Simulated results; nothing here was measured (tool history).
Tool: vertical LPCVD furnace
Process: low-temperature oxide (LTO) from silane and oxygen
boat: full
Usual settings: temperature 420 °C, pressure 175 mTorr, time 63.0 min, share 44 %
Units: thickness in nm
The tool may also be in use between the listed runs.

| run | hour | temperature | pressure | time | share | wafers since the last listed run | hours since the last temperature calibration | hours since the pressure gauge was zeroed | hours since the silane flow controller was replaced | hours since the gauge calibration | read-back reference wafer on the same gauge, thickness | thickness |
|---|---|---|---|---|---|---|---|---|---|---|---|---|
| 1 | 0.0 | 420 | 175 | 63.0 | 44 | 0 | 3104.4 | 2290.6 | 6261.3 | 114.2 | 757.38 | 718.08 |
| 2 | 18.6 | 420 | 175 | 63.0 | 44 | 147 | 3123.0 | 2309.2 | 6279.9 | 132.8 | 757.22 | 716.84 |
| 3 | 30.0 | 420 | 175 | 63.0 | 44 | 90 | 3134.4 | 2320.6 | 6291.3 | 144.2 | 756.44 | 720.43 |
| 4 | 45.1 | 420 | 175 | 63.0 | 44 | 120 | 3149.5 | 2335.7 | 6306.4 | 159.3 | 756.40 | 718.63 |
| 5 | 65.4 | 420 | 175 | 63.0 | 44 | 161 | 3169.8 | 2356.0 | 6326.7 | 179.6 | 757.32 | 718.81 |
| 6 | 73.9 | 420 | 175 | 63.0 | 44 | 67 | 3178.3 | 2364.5 | 6335.2 | 188.1 | 756.88 | 717.87 |
| 7 | 136.9 | 420 | 175 | 63.0 | 44 | 501 | 3241.3 | 2427.5 | 6398.2 | 251.1 | 756.83 | 722.06 |
| 8 | 147.1 | 420 | 175 | 63.0 | 44 | 81 | 3251.5 | 2437.7 | 6408.4 | 261.3 | 757.35 | 720.12 |
| 9 | 174.8 | 420 | 175 | 63.0 | 44 | 220 | 3279.2 | 2465.4 | 6436.1 | 289.0 | 756.84 | 721.18 |
| 10 | 183.6 | 420 | 175 | 63.0 | 44 | 70 | 3288.0 | 2474.2 | 6444.9 | 297.8 | 757.92 | 722.17 |
| 11 | 195.5 | 420 | 175 | 63.0 | 44 | 94 | 3299.9 | 2486.1 | 6456.8 | 309.7 | 757.26 | 723.31 |
| 12 | 216.0 | 420 | 175 | 63.0 | 44 | 163 | 3320.4 | 2506.6 | 6477.3 | 330.2 | 757.15 | 724.67 |
|  | 253.2 | pressure gauge zeroed |
| 13 | 253.7 | 420 | 175 | 63.0 | 44 | 108 | 3358.1 | 0.5 | 6515.0 | 367.9 | 757.25 | 687.98 |
| 14 | 259.4 | 420 | 175 | 70.5 | 38 | 45 | 3363.8 | 6.2 | 6520.7 | 373.6 | 756.98 | 656.40 |
| 15 | 275.8 | 420 | 175 | 63.0 | 44 | 130 | 3380.2 | 22.6 | 6537.1 | 390.0 | 757.29 | 687.86 |
| 16 | 299.6 | 420 | 175 | 63.0 | 44 | 189 | 3404.0 | 46.4 | 6560.9 | 413.8 | 757.02 | 688.33 |
|  | 335.3 | thermocouples replaced and temperature profile calibrated |
| 17 | 335.8 | 420 | 210 | 43.0 | 47 | 97 | 0.5 | 82.6 | 6597.1 | 450.0 | 757.46 | 600.26 |
| 18 | 341.5 | 420 | 175 | 63.0 | 44 | 45 | 6.2 | 88.3 | 6602.8 | 455.7 | 756.55 | 689.03 |
| 19 | 355.5 | 414 | 175 | 63.0 | 44 | 111 | 20.2 | 102.3 | 6616.8 | 469.7 | 756.99 | 648.03 |
|  | 357.0 | gauge calibrated |
|  | 384.9 | silane flow controller replaced |
| 20 | 385.4 | 420 | 145 | 63.0 | 49 | 46 | 50.1 | 132.2 | 0.5 | 28.4 | 756.58 | 629.16 |
| 21 | 391.1 | 420 | 175 | 63.0 | 44 | 45 | 55.8 | 137.9 | 6.2 | 34.1 | 756.38 | 688.07 |
| 22 | 396.8 | 420 | 175 | 63.0 | 39 | 45 | 61.5 | 143.6 | 11.9 | 39.8 | 757.02 | 606.38 |
| 23 | 411.9 | 410 | 175 | 80.0 | 47 | 120 | 76.6 | 158.7 | 27.0 | 54.9 | 756.90 | 843.50 |
| 24 | 420.5 | 420 | 200 | 63.0 | 37 | 68 | 85.2 | 167.3 | 35.6 | 63.5 | 757.46 | 651.31 |
| 25 | 431.6 | 420 | 200 | 63.0 | 37 | 88 | 96.3 | 178.4 | 46.7 | 74.6 | 757.47 | 650.96 |
| 26 | 443.2 | 420 | 175 | 63.0 | 44 | 92 | 107.9 | 190.0 | 58.3 | 86.2 | 757.39 | 690.16 |
| 27 | 452.9 | 420 | 210 | 63.0 | 44 | 77 | 117.6 | 199.7 | 68.0 | 95.9 | 756.65 | 829.84 |
| 28 | 472.7 | 412 | 185 | 63.0 | 37 | 157 | 137.4 | 219.5 | 87.8 | 115.7 | 756.28 | 554.52 |
| 29 | 491.1 | 432 | 175 | 63.0 | 36 | 146 | 155.8 | 237.9 | 106.2 | 134.1 | 755.97 | 622.66 |

Forecast each of these 4 alternatives for the next run:
| A | 496.9 | 420 | 175 | 63.0 | 44 | 46 | 161.6 | 243.7 | 112.0 | 139.9 | ? | ? |
| B | 496.9 | 412 | 215 | 82.5 | 44 | 46 | 161.6 | 243.7 | 112.0 | 139.9 | ? | ? |
| C | 496.9 | 409 | 215 | 38.5 | 50 | 46 | 161.6 | 243.7 | 112.0 | 139.9 | ? | ? |
| D | 496.9 | 420 | 175 | 38.5 | 44 | 46 | 161.6 | 243.7 | 112.0 | 139.9 | ? | ? |

| run | read-back reference wafer on the same gauge, thickness | thickness |
|---|---|---|
| A | 756.60 | 692.13 |
| B | 756.60 | 1026.49 |
| C | 756.60 | 522.03 |
| D | 756.60 | 422.97 |
Without the tool's hidden state the same runs would have given:
| run | thickness |
|---|---|
| A | 687.93 |
| B | 1021.41 |
| C | 519.45 |
| D | 420.40 |
